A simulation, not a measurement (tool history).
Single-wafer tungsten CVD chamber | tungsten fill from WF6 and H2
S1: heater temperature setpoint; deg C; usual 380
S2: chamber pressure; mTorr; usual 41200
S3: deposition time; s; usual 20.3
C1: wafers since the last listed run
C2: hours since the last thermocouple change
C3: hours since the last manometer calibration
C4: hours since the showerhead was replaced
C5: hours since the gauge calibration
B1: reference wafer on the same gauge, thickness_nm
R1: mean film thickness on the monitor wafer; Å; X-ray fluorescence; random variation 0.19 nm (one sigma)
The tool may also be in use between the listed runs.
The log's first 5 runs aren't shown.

run    hour   S1     S2    S3    C1      C2      C3      C4      C5      B1      R1
  6   377.6  380  41200  20.3  1019  1373.7  1442.5  4818.4  2478.6  53.551  469.03
      473.3  -- thermocouple changed; heater temperature recalibrated
  7   474.5  380  41200  20.3  1129     1.2  1539.4  4915.3  2575.5  53.484  487.62
  8   530.5  380  41200  20.3   711    57.2  1595.4  4971.3  2631.5  53.465     485
  9     569  380  35800  20.3   489    95.7  1633.9  5009.8    2670  53.509  466.12
 10   675.7  380  46400  20.3  1355   202.4  1740.6  5116.5  2776.7  53.529  495.81
 11   776.4  380  46400  20.3  1279   303.1  1841.3  5217.2  2877.4  53.491   496.4
 12   854.5  380  46400  20.3   991   381.2  1919.4  5295.3  2955.5  53.501  494.18
 13   952.9  380  41200  20.3  1249   479.6  2017.8  5393.7  3053.9  53.486  478.61
      978.8  -- showerhead replaced
 14  1002.6  380  41200  20.3   529   529.3  2067.5    23.8  3103.6   53.56  480.86
 15  1063.7  380  41200  20.3   776   590.4  2128.6    84.9  3164.7  53.528  479.41
 16  1136.1  384  50100  21.5   919   662.8    2201   157.3  3237.1  53.538  578.18
 17  1213.5  368  47600  22.6   983   740.2  2278.4   234.7  3314.5  53.485  423.22
     1241.1  -- capacitance manometer re-zeroed and calibrated
 18  1315.5  372  36400  20.3  1193   842.2    74.4   336.7  3416.5  53.496  378.23
     1321.3  -- gauge calibrated
 19  1436.4  380  41200  20.3  1535   963.1   195.3   457.6   115.1   53.55   464.4
 20  1492.2  390  36200  17.9   708  1018.9   251.1   513.4   170.9  53.531  489.05
 21  1580.9  365  47000  20.3  1126  1107.6   339.8   602.1   259.6  53.536   348.3
 22  1645.5  393  45900  24.2   820  1172.2   404.4   666.7   324.2  53.518  742.51
 23  1703.2  380  41200  20.3   732  1229.9   462.1   724.4   381.9  53.511  463.63
 24  1801.4  380  46400  20.3  1247  1328.1   560.3   822.6   480.1  53.454  478.55
 25  1883.6  380  41200  20.3  1044  1410.3   642.5   904.8   562.3  53.517  468.63

Run 26 comes next. What will it give?
     1925.9  -- thermocouple changed; heater temperature recalibrated
 26  1982  380  41200  20.3  1148  56.1  740.9  1003.2  660.7   ?   ?

B1: 53.458
R1: 477.01 Å
Without the tool's hidden state the same run would have given R1 478.06 Å.
